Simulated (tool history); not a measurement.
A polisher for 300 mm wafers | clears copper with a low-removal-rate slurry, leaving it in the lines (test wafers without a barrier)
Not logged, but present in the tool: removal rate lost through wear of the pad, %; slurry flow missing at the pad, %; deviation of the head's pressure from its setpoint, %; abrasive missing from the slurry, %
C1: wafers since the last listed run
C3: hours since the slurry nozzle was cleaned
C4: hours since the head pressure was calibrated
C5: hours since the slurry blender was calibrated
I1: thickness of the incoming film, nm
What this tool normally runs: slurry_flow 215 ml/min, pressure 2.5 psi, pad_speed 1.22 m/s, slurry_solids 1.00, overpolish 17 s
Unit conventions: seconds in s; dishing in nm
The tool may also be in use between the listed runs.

{"run": 1, "hour": 0.0, "slurry_flow": 215, "pressure": 2.5, "pad_speed": 1.22, "slurry_solids": 1.0, "overpolish": 17, "C1": 0, "wafers polished on this pad": 3561, "C3": 143.5, "C4": 59.1, "C5": 214.3, "I1": 276.5, "seconds": 108.8, "dishing": 32.3}
{"run": 2, "hour": 38.2, "slurry_flow": 215, "pressure": 2.5, "pad_speed": 1.22, "slurry_solids": 1.0, "overpolish": 17, "C1": 502, "wafers polished on this pad": 4064, "C3": 181.7, "C4": 97.3, "C5": 252.5, "I1": 273.5, "seconds": 108.9, "dishing": 33.3}
{"hour": 109.1, "done": "worn pad replaced by a new one"}
{"hour": 132.0, "done": "slurry blender recalibrated"}
{"run": 3, "hour": 133.0, "slurry_flow": 215, "pressure": 2.5, "pad_speed": 1.22, "slurry_solids": 1.0, "overpolish": 17, "C1": 1169, "wafers polished on this pad": 288, "C3": 276.5, "C4": 192.1, "C5": 1.0, "I1": 276.9, "seconds": 104.9, "dishing": 33.6}
{"run": 4, "hour": 186.2, "slurry_flow": 215, "pressure": 2.5, "pad_speed": 1.22, "slurry_solids": 1.0, "overpolish": 17, "C1": 700, "wafers polished on this pad": 988, "C3": 329.7, "C4": 245.3, "C5": 54.2, "I1": 272.1, "seconds": 104.6, "dishing": 32.5}
{"run": 5, "hour": 276.0, "slurry_flow": 215, "pressure": 2.5, "pad_speed": 1.22, "slurry_solids": 1.15, "overpolish": 17, "C1": 1182, "wafers polished on this pad": 2170, "C3": 419.5, "C4": 335.1, "C5": 144.0, "I1": 276.5, "seconds": 104.7, "dishing": 33.8}
{"hour": 295.2, "done": "slurry nozzle cleaned"}
{"run": 6, "hour": 312.8, "slurry_flow": 215, "pressure": 1.8, "pad_speed": 1.22, "slurry_solids": 1.0, "overpolish": 17, "C1": 471, "wafers polished on this pad": 2642, "C3": 17.6, "C4": 371.9, "C5": 180.8, "I1": 274.7, "seconds": 142.3, "dishing": 24.0}
{"run": 7, "hour": 390.4, "slurry_flow": 215, "pressure": 2.5, "pad_speed": 1.22, "slurry_solids": 1.0, "overpolish": 17, "C1": 1021, "wafers polished on this pad": 3663, "C3": 95.2, "C4": 449.5, "C5": 258.4, "I1": 272.6, "seconds": 106.6, "dishing": 32.1}
{"run": 8, "hour": 438.2, "slurry_flow": 215, "pressure": 2.5, "pad_speed": 1.22, "slurry_solids": 1.0, "overpolish": 17, "C1": 629, "wafers polished on this pad": 4293, "C3": 143.0, "C4": 497.3, "C5": 306.2, "I1": 276.1, "seconds": 110.2, "dishing": 32.2}
{"run": 9, "hour": 505.6, "slurry_flow": 215, "pressure": 2.5, "pad_speed": 1.22, "slurry_solids": 1.0, "overpolish": 17, "C1": 887, "wafers polished on this pad": 5180, "C3": 210.4, "C4": 564.7, "C5": 373.6, "I1": 277.9, "seconds": 112.7, "dishing": 31.2}
{"hour": 531.7, "done": "slurry blender recalibrated"}
{"hour": 559.7, "done": "worn pad replaced by a new one"}
{"run": 10, "hour": 596.4, "slurry_flow": 215, "pressure": 2.2, "pad_speed": 1.22, "slurry_solids": 1.0, "overpolish": 21, "C1": 1116, "wafers polished on this pad": 483, "C3": 301.2, "C4": 655.5, "C5": 64.7, "I1": 274.0, "seconds": 118.6, "dishing": 35.9}
{"run": 11, "hour": 717.5, "slurry_flow": 215, "pressure": 2.2, "pad_speed": 1.22, "slurry_solids": 1.0, "overpolish": 21, "C1": 1594, "wafers polished on this pad": 2078, "C3": 422.3, "C4": 776.6, "C5": 185.8, "I1": 272.2, "seconds": 121.0, "dishing": 34.4}
{"hour": 729.7, "done": "slurry nozzle cleaned"}
{"run": 12, "hour": 763.1, "slurry_flow": 215, "pressure": 2.9, "pad_speed": 1.06, "slurry_solids": 1.0, "overpolish": 17, "C1": 587, "wafers polished on this pad": 2665, "C3": 33.4, "C4": 822.2, "C5": 231.4, "I1": 275.8, "seconds": 98.6, "dishing": 35.6}
{"run": 13, "hour": 868.1, "slurry_flow": 215, "pressure": 2.5, "pad_speed": 1.22, "slurry_solids": 1.0, "overpolish": 12, "C1": 1382, "wafers polished on this pad": 4047, "C3": 138.4, "C4": 927.2, "C5": 336.4, "I1": 277.0, "seconds": 109.6, "dishing": 23.1}
{"run": 14, "hour": 917.0, "slurry_flow": 215, "pressure": 2.5, "pad_speed": 1.22, "slurry_solids": 0.85, "overpolish": 17, "C1": 643, "wafers polished on this pad": 4691, "C3": 187.3, "C4": 976.1, "C5": 385.3, "I1": 274.1, "seconds": 114.4, "dishing": 31.3}
{"hour": 936.1, "done": "head pressure recalibrated"}
{"hour": 947.6, "done": "slurry blender recalibrated"}
{"run": 15, "hour": 984.7, "slurry_flow": 215, "pressure": 2.8, "pad_speed": 1.22, "slurry_solids": 1.1, "overpolish": 8, "C1": 838, "wafers polished on this pad": 5530, "C3": 255.0, "C4": 48.6, "C5": 37.1, "I1": 279.4, "seconds": 102.7, "dishing": 18.4}
{"hour": 994.6, "done": "worn pad replaced by a new one"}
{"run": 16, "hour": 1046.4, "slurry_flow": 215, "pressure": 3.0, "pad_speed": 1.22, "slurry_solids": 1.0, "overpolish": 17, "C1": 759, "wafers polished on this pad": 681, "C3": 316.7, "C4": 110.3, "C5": 98.8, "I1": 275.9, "seconds": 88.5, "dishing": 39.1}
{"run": 17, "hour": 1121.6, "slurry_flow": 155, "pressure": 1.8, "pad_speed": 1.22, "slurry_solids": 0.85, "overpolish": 11, "C1": 990, "wafers polished on this pad": 1671, "C3": 391.9, "C4": 185.5, "C5": 174.0, "I1": 275.4, "seconds": 158.6, "dishing": 14.9}
{"hour": 1169.5, "done": "slurry nozzle cleaned"}
{"run": 18, "hour": 1223.4, "slurry_flow": 215, "pressure": 2.5, "pad_speed": 1.22, "slurry_solids": 1.0, "overpolish": 17, "C1": 1327, "wafers polished on this pad": 2999, "C3": 53.9, "C4": 287.3, "C5": 275.8, "I1": 275.0, "seconds": 104.8, "dishing": 32.4}
{"run": 19, "hour": 1266.7, "slurry_flow": 260, "pressure": 2.5, "pad_speed": 1.22, "slurry_solids": 1.25, "overpolish": 26, "C1": 570, "wafers polished on this pad": 3569, "C3": 97.2, "C4": 330.6, "C5": 319.1, "I1": 273.9, "seconds": 98.5, "dishing": 47.7}
{"hour": 1343.8, "done": "slurry blender recalibrated"}
{"run": 20, "hour": 1364.2, "slurry_flow": 215, "pressure": 2.5, "pad_speed": 1.22, "slurry_solids": 1.0, "overpolish": 26, "C1": 1257, "wafers polished on this pad": 4826, "C3": 194.7, "C4": 428.1, "C5": 20.4, "I1": 279.6, "seconds": 112.5, "dishing": 45.4}
{"hour": 1408.5, "done": "worn pad replaced by a new one"}
{"run": 21, "hour": 1409.0, "slurry_flow": 215, "pressure": 2.5, "pad_speed": 1.22, "slurry_solids": 1.2, "overpolish": 20, "C1": 537, "wafers polished on this pad": 7, "C3": 239.5, "C4": 472.9, "C5": 65.2, "I1": 277.8, "seconds": 101.4, "dishing": 39.7}
{"run": 22, "hour": 1463.6, "slurry_flow": 215, "pressure": 2.5, "pad_speed": 1.1, "slurry_solids": 0.75, "overpolish": 17, "C1": 718, "wafers polished on this pad": 726, "C3": 294.1, "C4": 527.5, "C5": 119.8, "I1": 275.4, "seconds": 123.6, "dishing": 28.3}
{"run": 23, "hour": 1518.1, "slurry_flow": 215, "pressure": 2.5, "pad_speed": 1.22, "slurry_solids": 1.0, "overpolish": 17, "C1": 717, "wafers polished on this pad": 1443, "C3": 348.6, "C4": 582.0, "C5": 174.3, "I1": 278.1, "seconds": 107.2, "dishing": 33.6}
{"hour": 1556.9, "done": "slurry nozzle cleaned"}
{"run": 24, "hour": 1565.9, "slurry_flow": 215, "pressure": 2.5, "pad_speed": 0.94, "slurry_solids": 1.0, "overpolish": 17, "C1": 616, "wafers polished on this pad": 2059, "C3": 9.0, "C4": 629.8, "C5": 222.1, "I1": 273.3, "seconds": 122.7, "dishing": 29.7}
{"run": 25, "hour": 1653.7, "slurry_flow": 215, "pressure": 2.5, "pad_speed": 1.22, "slurry_solids": 1.0, "overpolish": 17, "C1": 1155, "wafers polished on this pad": 3215, "C3": 96.8, "C4": 717.6, "C5": 309.9, "I1": 273.8, "seconds": 105.1, "dishing": 33.5}
{"run": 26, "hour": 1713.9, "slurry_flow": 215, "pressure": 2.5, "pad_speed": 1.22, "slurry_solids": 1.0, "overpolish": 17, "C1": 792, "wafers polished on this pad": 4008, "C3": 157.0, "C4": 777.8, "C5": 370.1, "I1": 272.5, "seconds": 107.2, "dishing": 31.9}
{"hour": 1737.7, "done": "slurry blender recalibrated"}
{"run": 27, "hour": 1757.6, "slurry_flow": 215, "pressure": 1.8, "pad_speed": 0.82, "slurry_solids": 1.0, "overpolish": 17, "C1": 549, "wafers polished on this pad": 4557, "C3": 200.7, "C4": 821.5, "C5": 19.9, "I1": 276.5, "seconds": 202.3, "dishing": 18.5}
{"hour": 1802.4, "done": "worn pad replaced by a new one"}
{"run": 28, "hour": 1852.4, "slurry_flow": 215, "pressure": 2.5, "pad_speed": 1.22, "slurry_solids": 1.0, "overpolish": 17, "C1": 1195, "wafers polished on this pad": 658, "C3": 295.5, "C4": 916.3, "C5": 114.7, "I1": 273.5, "seconds": 103.9, "dishing": 31.8}

Predict each of these 4 candidate next runs independently; none follows another, all start after run 28:
{"run": "A", "hour": 1852.8, "slurry_flow": 215, "pressure": 2.5, "pad_speed": 1.22, "slurry_solids": 1.0, "overpolish": 17, "C1": 5, "wafers polished on this pad": 663, "C3": 295.9, "C4": 916.7, "C5": 115.1, "I1": 274.9, "seconds": "?", "dishing": "?"}
{"run": "B", "hour": 1852.8, "slurry_flow": 240, "pressure": 1.7, "pad_speed": 1.22, "slurry_solids": 1.3, "overpolish": 25, "C1": 5, "wafers polished on this pad": 663, "C3": 295.9, "C4": 916.7, "C5": 115.1, "I1": 274.9, "seconds": "?", "dishing": "?"}
{"run": "C", "hour": 1852.8, "slurry_flow": 215, "pressure": 2.5, "pad_speed": 1.06, "slurry_solids": 1.0, "overpolish": 17, "C1": 5, "wafers polished on this pad": 663, "C3": 295.9, "C4": 916.7, "C5": 115.1, "I1": 274.9, "seconds": "?", "dishing": "?"}
{"run": "D", "hour": 1852.8, "slurry_flow": 175, "pressure": 2.5, "pad_speed": 1.22, "slurry_solids": 0.9, "overpolish": 12, "C1": 5, "wafers polished on this pad": 663, "C3": 295.9, "C4": 916.7, "C5": 115.1, "I1": 274.9, "seconds": "?", "dishing": "?"}

run=A seconds=105.3 dishing=33.4
run=B seconds=143.3 dishing=34.7
run=C seconds=116.9 dishing=30.6
run=D seconds=110.7 dishing=23.6
Without the tool's hidden state the same runs would have given:
run=A seconds=100.5 dishing=34.8
run=B seconds=137.2 dishing=35.9
run=C seconds=111.6 dishing=31.8
run=D seconds=105.0 dishing=24.7
